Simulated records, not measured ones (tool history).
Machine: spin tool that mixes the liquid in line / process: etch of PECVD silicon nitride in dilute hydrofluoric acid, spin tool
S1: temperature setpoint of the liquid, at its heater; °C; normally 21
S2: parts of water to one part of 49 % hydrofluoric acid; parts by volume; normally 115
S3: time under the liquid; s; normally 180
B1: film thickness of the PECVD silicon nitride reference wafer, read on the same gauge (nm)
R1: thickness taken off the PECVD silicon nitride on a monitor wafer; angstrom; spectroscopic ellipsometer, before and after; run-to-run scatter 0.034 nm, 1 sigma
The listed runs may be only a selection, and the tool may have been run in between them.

run	hour	S1	S2	S3	B1	R1
1	0	18	115	140	89.989	28.79
2	13.4	21	115	180	90.024	45.82
3	21.7	21	115	180	89.983	45.2
4	32.1	21	115	180	90.012	45.28
5	71.4	21	115	180	89.994	45.13
6	88.3	21	115	180	89.99	44.93
7	101.8	21	115	180	89.997	45.28
8	117.8	21	115	95	90.005	23.85
9	135.1	21	115	180	90.019	44.23
10	148.7	21	115	180	90.002	44.66
11	162.7	21	115	180	89.995	45.23
12	179.5	23.5	155	220	90.007	48.47
13	189.8	17	170	105	89.987	13.56
14	206.2	21	115	180	89.996	44.67
15	223.6	21	115	180	90.003	44.17
16	232.6	23.5	115	180	90.006	52.25
17	243.7	21	115	180	89.994	44.54
# hour 247.3: thermometer replaced
18	251.7	23.5	115	180	90.004	58.34
# hour 255.4: gauge calibrated
# hour 263.8: hydrofluoric acid flow meter replaced
19	266.5	21	115	245	90.019	67.1
20	279.7	18.5	160	280	90.015	47.53
21	294.2	23.5	60	180	90.012	110.18
22	309	22.5	130	180	89.999	48.34
23	324.4	18.5	95	180	90.011	50.04
24	334	17	115	180	89.986	37.19

The next listed run, before its measurement:
25	349.3	21	85	140	?	?

{"run 25": {"B1": 89.996, "R1": 51.17}}
If the tool had no hidden condition, the same run with the same run-to-run variation would have returned R1 52.12 angstrom.
